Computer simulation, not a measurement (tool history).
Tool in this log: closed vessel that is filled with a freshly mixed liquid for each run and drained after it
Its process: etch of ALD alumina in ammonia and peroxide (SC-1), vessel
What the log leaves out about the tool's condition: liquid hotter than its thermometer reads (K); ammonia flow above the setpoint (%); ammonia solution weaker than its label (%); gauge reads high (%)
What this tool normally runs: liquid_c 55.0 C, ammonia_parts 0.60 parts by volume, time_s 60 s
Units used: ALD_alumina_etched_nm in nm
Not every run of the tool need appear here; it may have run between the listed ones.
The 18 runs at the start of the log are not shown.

run   hour  liquid_c  ammonia_parts  time_s  wafers since the last listed run  hours since the thermometer was replaced  hours since the ammonia flow meter was replaced  hours since the drum of ammonia solution was connected  hours since the gauge calibration  read-back film thickness of the ALD alumina reference wafer, read on the same gauge (nm)  ALD_alumina_etched_nm
     256.4  -- new drum of ammonia solution connected
 19  260.5      48.5           0.30      75                               350                                     184.2                                             31.9                                                     4.1                              160.4                                                                                    89.987                  3.964
 20  271.4      55.0           0.60      60                               706                                     195.1                                             42.8                                                    15.0                              171.3                                                                                    89.996                  4.865
 21  280.9      55.0           0.60      60                               616                                     204.6                                             52.3                                                    24.5                              180.8                                                                                    90.023                  4.853
 22  291.8      47.5           0.60      60                               706                                     215.5                                             63.2                                                    35.4                              191.7                                                                                    90.006                  3.188
 23  298.7      63.0           0.35      45                               447                                     222.4                                             70.1                                                    42.3                              198.6                                                                                    90.019                  5.168
 24  307.2      51.0           0.30      70                               551                                     230.9                                             78.6                                                    50.8                              207.1                                                                                    90.006                  4.241
 25  313.7      60.5           0.60      60                               421                                     237.4                                             85.1                                                    57.3                              213.6                                                                                    90.010                  6.381
 26  324.5      55.0           0.60      60                               700                                     248.2                                             95.9                                                    68.1                              224.4                                                                                    90.034                  4.832
 27  341.2      55.0           0.60      60                              1083                                     264.9                                            112.6                                                    84.8                              241.1                                                                                    90.031                  4.835
 28  356.3      48.5           0.45      45                               979                                     280.0                                            127.7                                                    99.9                              256.2                                                                                    89.999                  2.493
 29  369.7      58.0           0.40      60                               869                                     293.4                                            141.1                                                   113.3                              269.6                                                                                    89.986                  5.510
 30  386.4      45.5           0.60      45                              1083                                     310.1                                            157.8                                                   130.0                              286.3                                                                                    90.019                  2.141

Alternative continuations, all from the tool just after run 30; predict every row:
  A  387.1      55.0           0.60      60                                45                                     310.8                                            158.5                                                   130.7                              287.0                                                                                         ?                      ?
  B  387.1      59.5           0.60      70                                45                                     310.8                                            158.5                                                   130.7                              287.0                                                                                         ?                      ?
  C  387.1      55.0           0.80      50                                45                                     310.8                                            158.5                                                   130.7                              287.0                                                                                         ?                      ?

run  read-back film thickness of the ALD alumina reference wafer, read on the same gauge (nm)  ALD_alumina_etched_nm
  A                                                                                    90.022                  4.873
  B                                                                                    90.022                  7.181
  C                                                                                    90.022                  4.173
Take away the tool's hidden state, keep each run's random variation, and the runs would have read:
run  ALD_alumina_etched_nm
  A                  4.595
  B                  6.784
  C                  3.935
